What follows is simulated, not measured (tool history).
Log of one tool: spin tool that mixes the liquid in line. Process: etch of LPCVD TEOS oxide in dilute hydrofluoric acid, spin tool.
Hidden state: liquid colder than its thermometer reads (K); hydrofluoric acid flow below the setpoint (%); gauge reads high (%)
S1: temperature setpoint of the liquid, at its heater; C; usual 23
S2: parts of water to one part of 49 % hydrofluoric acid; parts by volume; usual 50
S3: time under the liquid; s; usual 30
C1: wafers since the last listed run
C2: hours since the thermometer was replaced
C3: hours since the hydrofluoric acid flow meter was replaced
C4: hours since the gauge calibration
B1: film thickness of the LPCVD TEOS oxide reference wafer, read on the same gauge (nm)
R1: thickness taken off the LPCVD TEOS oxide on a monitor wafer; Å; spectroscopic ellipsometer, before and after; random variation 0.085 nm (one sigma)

run     day    S1  S2  S3    C1      C2      C3      C4     B1     R1
  1       0    23  50  30     0  1795.2  1658.7     648  30.01   84.7
  2   2.321    23  50  30   782  1850.9  1714.4   703.7     30   85.1
  3   5.121    23  50  30   944  1918.1  1781.6   770.9  29.99   85.7
  4   6.875    23  50  30   591  1960.2  1823.7     813  29.99   84.5
  5   8.388    23  30  30   510  1996.5    1860   849.3  29.98  146.5
  6  15.396    23  30  30  2363  2164.7  2028.2  1017.5     30  144.9
     16.508  -- thermometer replaced
  7  16.642    23  30  30   406     3.2  2058.1  1047.4  30.01  142.8
  8  18.696    23  50  30   692    52.5  2107.4  1096.7  29.97   84.7
  9  20.242    23  70  15   521    89.6  2144.5  1133.8  29.99   28.8
 10  21.992    23  75  30   590   131.6  2186.5  1175.8  30.01   54.4
 11  23.938    23  60  30   656   178.3  2233.2  1222.5  30.02   67.7
     25.875  -- hydrofluoric acid flow meter replaced
 12  25.925    23  50  30   656     226     1.2  1270.2  30.02   91.2
 13  27.533    23  50  30   542   264.6    39.8  1308.8  29.99   91.4
 14  29.333    27  55  20   607   307.8      83    1352     30   64.3
 15  32.192    23  50  30   964   376.4   151.6  1420.6  30.01   90.7
 16  34.758    23  50  30   865     438   213.2  1482.2  29.99   91.2
 17  41.412  20.5  65  25  2244   597.7   372.9  1641.9  29.99   51.2
 18  43.717    23  65  30   777     653   428.2  1697.2  29.98   68.7
     43.875  -- gauge calibrated
 19  45.767    23  70  30   691   702.2   477.4    45.4  29.99   62.4
 20  46.792    23  50  30   345   726.8     502      70     30   89.9
 21  49.192  25.5  65  40   809   784.4   559.6   127.6  30.02     98
 22  51.121  26.5  50  30   650   830.7   605.9   173.9  29.99  103.9

Expected results for the next run?
 23  53.775  27  25  15  895  894.4  669.6  237.6   ?   ?

B1: 29.99
R1: 109.8 Å
On a tool with no hidden condition, and with the same random variation, this run would have come out at R1 112.9 Å.
